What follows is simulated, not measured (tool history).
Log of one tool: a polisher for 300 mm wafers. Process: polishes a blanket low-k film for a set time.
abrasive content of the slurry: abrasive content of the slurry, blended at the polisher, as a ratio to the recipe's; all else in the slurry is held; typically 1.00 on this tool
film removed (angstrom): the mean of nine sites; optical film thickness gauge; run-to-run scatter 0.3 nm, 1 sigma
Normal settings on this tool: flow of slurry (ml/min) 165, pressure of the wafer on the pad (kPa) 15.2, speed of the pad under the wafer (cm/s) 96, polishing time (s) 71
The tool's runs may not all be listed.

run	hour	flow of slurry (ml/min)	pressure of the wafer on the pad (kPa)	speed of the pad under the wafer (cm/s)	abrasive content of the slurry	polishing time (s)	wafers since the last listed run	wafers polished on this pad	hours since the slurry nozzle was cleaned	hours since the head pressure was calibrated	hours since the slurry blender was calibrated	hours since the conditioning disc was replaced	incoming thickness of the incoming film, nm	film removed (angstrom)
1	0.0	165	15.2	96	1.00	80	0	2346	182.3	160.2	117.6	158.3	421.6	385
2	72.4	165	15.2	96	1.00	80	885	3231	254.7	232.6	190.0	230.7	424.6	387
# hour 88.2: worn pad replaced by a new one
3	135.9	165	15.2	96	1.00	80	727	583	318.2	296.1	253.5	294.2	421.4	380
# hour 191.3: conditioning disc replaced and pad reconditioned
# hour 297.4: slurry blender recalibrated
# hour 297.5: slurry nozzle cleaned
4	374.9	205	15.2	96	1.00	71	2871	3455	77.4	535.1	77.5	183.6	424.7	358
# hour 387.4: worn pad replaced by a new one
5	446.7	205	15.2	96	1.00	71	828	725	149.2	606.9	149.3	255.4	421.4	352
6	483.8	205	15.2	96	1.00	71	453	1179	186.3	644.0	186.4	292.5	422.0	355
# hour 517.2: conditioning disc replaced and pad reconditioned
7	549.4	165	15.2	96	1.00	71	777	1956	251.9	709.6	252.0	32.2	426.0	344
8	621.7	165	15.2	96	1.00	71	883	2840	324.2	781.9	324.3	104.5	419.5	345
9	718.4	165	15.2	96	1.00	58	1182	4022	420.9	878.6	421.0	201.2	413.0	284
# hour 732.5: slurry blender recalibrated
# hour 750.1: worn pad replaced by a new one
# hour 750.5: slurry nozzle cleaned
10	763.2	165	15.2	96	1.00	58	469	155	12.7	923.4	30.7	246.0	418.2	281
# hour 829.7: conditioning disc replaced and pad reconditioned
11	849.2	145	15.2	96	1.00	64	1026	1182	98.7	1009.4	116.7	19.5	421.1	297
12	920.1	180	19.3	96	0.80	71	866	2049	169.6	1080.3	187.6	90.4	415.8	413
13	1003.4	195	15.2	96	1.20	79	1018	3067	252.9	1163.6	270.9	173.7	419.5	418
# hour 1037.7: head pressure recalibrated
14	1067.4	110	15.2	96	0.75	71	757	3825	316.9	29.7	334.9	237.7	417.0	284
15	1115.6	165	15.2	96	1.00	71	589	4414	365.1	77.9	383.1	285.9	413.4	345
# hour 1127.6: worn pad replaced by a new one
# hour 1166.3: conditioning disc replaced and pad reconditioned
16	1190.3	165	15.2	96	1.00	71	839	741	439.8	152.6	457.8	24.0	427.9	351
# hour 1231.2: slurry blender recalibrated
# hour 1292.7: slurry nozzle cleaned
17	1415.7	165	13.1	68	1.00	71	2718	3460	123.0	378.0	184.5	249.4	416.1	231
# hour 1449.8: conditioning disc replaced and pad reconditioned
# hour 1486.9: worn pad replaced by a new one
18	1494.5	165	10.3	96	1.00	71	890	93	201.8	456.8	263.3	44.7	417.3	235
19	1556.6	135	15.2	96	0.80	58	759	852	263.9	518.9	325.4	106.8	426.5	247
20	1642.4	165	15.2	96	1.00	71	1048	1901	349.7	604.7	411.2	192.6	414.4	345

What differs in the tool's unlogged condition from the final listed run ahead of each entry between runs to the first listed run following it?
Runs 2 to 3: worn pad replaced by a new one (hour 88.2)
  the hidden state is the same at both runs
Runs 3 to 4: conditioning disc replaced and pad reconditioned (hour 191.3); slurry blender recalibrated (hour 297.4); slurry nozzle cleaned (hour 297.5)
  the hidden state is the same at both runs
Runs 4 to 5: worn pad replaced by a new one (hour 387.4)
  the hidden state is the same at both runs
Runs 6 to 7: conditioning disc replaced and pad reconditioned (hour 517.2)
  the hidden state is the same at both runs
Runs 9 to 10: slurry blender recalibrated (hour 732.5); worn pad replaced by a new one (hour 750.1); slurry nozzle cleaned (hour 750.5)
  the hidden state is the same at both runs
Runs 10 to 11: conditioning disc replaced and pad reconditioned (hour 829.7)
  the hidden state is the same at both runs
Runs 13 to 14: head pressure recalibrated (hour 1037.7)
  the hidden state is the same at both runs
Runs 15 to 16: worn pad replaced by a new one (hour 1127.6); conditioning disc replaced and pad reconditioned (hour 1166.3)
  the hidden state is the same at both runs
Runs 16 to 17: slurry blender recalibrated (hour 1231.2); slurry nozzle cleaned (hour 1292.7)
  the hidden state is the same at both runs
Runs 17 to 18: conditioning disc replaced and pad reconditioned (hour 1449.8); worn pad replaced by a new one (hour 1486.9)
  the hidden state is the same at both runs

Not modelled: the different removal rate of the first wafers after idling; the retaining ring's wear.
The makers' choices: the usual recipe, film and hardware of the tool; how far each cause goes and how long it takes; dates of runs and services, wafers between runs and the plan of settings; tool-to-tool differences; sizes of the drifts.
